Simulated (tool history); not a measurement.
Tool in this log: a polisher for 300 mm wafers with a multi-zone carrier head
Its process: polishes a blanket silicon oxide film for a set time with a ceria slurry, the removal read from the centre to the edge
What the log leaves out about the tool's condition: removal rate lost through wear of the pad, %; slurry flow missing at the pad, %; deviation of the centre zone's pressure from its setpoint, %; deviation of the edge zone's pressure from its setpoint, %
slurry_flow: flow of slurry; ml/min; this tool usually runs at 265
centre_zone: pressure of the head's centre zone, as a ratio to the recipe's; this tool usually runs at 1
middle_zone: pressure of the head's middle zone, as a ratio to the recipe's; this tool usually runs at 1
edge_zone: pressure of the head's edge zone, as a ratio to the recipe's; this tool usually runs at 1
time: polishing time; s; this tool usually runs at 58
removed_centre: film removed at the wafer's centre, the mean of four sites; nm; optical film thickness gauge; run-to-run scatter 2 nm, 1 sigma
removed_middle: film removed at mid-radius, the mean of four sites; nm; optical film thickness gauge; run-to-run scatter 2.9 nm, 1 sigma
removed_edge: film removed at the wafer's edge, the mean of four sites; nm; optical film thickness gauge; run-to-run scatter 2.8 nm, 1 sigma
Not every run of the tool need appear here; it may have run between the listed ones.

run	hour	slurry_flow	centre_zone	middle_zone	edge_zone	time	wafers since the last listed run	wafers polished on this pad	hours since the slurry nozzle was cleaned	hours since the centre zone pressure was calibrated	hours since the edge zone pressure was calibrated	hours since the carrier head's membrane was replaced	incoming thickness of the incoming film, nm	removed_centre	removed_middle	removed_edge
1	0	265	1	1	1	58	0	160	822.6	12.3	31.2	1212.2	1387.4	231.9	225.6	232.1
2	29.5	320	1	1	1	58	384	544	852.1	41.8	60.7	1241.7	1376.5	234.8	234.9	232.2
# hour 46.2: slurry nozzle cleaned
3	63	215	1	1.07	1.06	74	423	968	16.8	75.3	94.2	1275.2	1382.4	309.7	307.9	307.6
4	93.5	265	1	1	1	58	397	1365	47.3	105.8	124.7	1305.7	1398.1	241.6	236.3	236.9
5	110	265	0.97	1	1	68	215	1580	63.8	122.3	141.2	1322.2	1398.7	275.2	279.7	282.3
6	140.3	265	1	1	0.91	42	394	1975	94.1	152.6	171.5	1352.5	1391.7	174.8	172.7	165.1
7	160.7	265	1	1	1	58	265	2241	114.5	173	191.9	1372.9	1385.2	241.6	236.7	237.5
8	173.9	265	0.94	1	1	58	172	2413	127.7	186.2	205.1	1386.1	1403.4	225.2	235.1	238.4
9	196.4	190	1	1	1	73	293	2707	150.2	208.7	227.6	1408.6	1414.9	292.8	284.1	288.4
10	221.3	265	1	1	1	44	324	3031	175.1	233.6	252.5	1433.5	1399.7	182.2	177.1	179.1
# hour 228: worn pad replaced by a new one
11	244.3	215	1	1	1	58	247	213	198.1	256.6	275.5	1456.5	1381.7	228.6	229.6	229.4
12	330.8	265	1	1	1	58	1127	1340	284.6	343.1	362	1543	1371.8	233.8	230.6	236.3
13	365.1	220	0.95	0.96	1	58	447	1787	318.9	377.4	396.3	1577.3	1415.6	221.4	217.4	231.3
14	381.2	265	1	1	1	58	209	1997	335	393.5	412.4	1593.4	1375.5	234.1	226.8	230.2
15	412	205	1.11	1	0.92	58	401	2399	365.8	424.3	443.2	1624.2	1394.9	253.5	225.4	224.1
# hour 422.2: worn pad replaced by a new one
# hour 426.6: carrier head's membrane replaced by a new one
16	427	230	1.08	1.04	1	77	86	5	380.8	439.3	458.2	0.4	1377.6	336.1	310.4	311.9
17	451.8	265	0.91	0.95	1	58	323	328	405.6	464.1	483	25.2	1407.2	213.4	222.9	229.3
18	482.7	265	1	1	1	50	402	731	436.5	495	513.9	56.1	1385.5	203.1	196.4	200.9
19	512.4	265	1.08	1.08	1.09	58	387	1118	466.2	524.7	543.6	85.8	1395.6	256.2	238.8	240.5

Run 20 has not been measured yet. What should we expect?
20	596.4	265	1.05	1	1	50	1095	2213	550.2	608.7	627.6	169.8	1402.2	?	?	?

removed_centre: 210.8 nm
removed_middle: 195.7 nm
removed_edge: 199.4 nm
Had the tool carried no hidden state, the very same run would have given removed_centre 221.4 nm, removed_middle 204.6 nm, removed_edge 206.1 nm.

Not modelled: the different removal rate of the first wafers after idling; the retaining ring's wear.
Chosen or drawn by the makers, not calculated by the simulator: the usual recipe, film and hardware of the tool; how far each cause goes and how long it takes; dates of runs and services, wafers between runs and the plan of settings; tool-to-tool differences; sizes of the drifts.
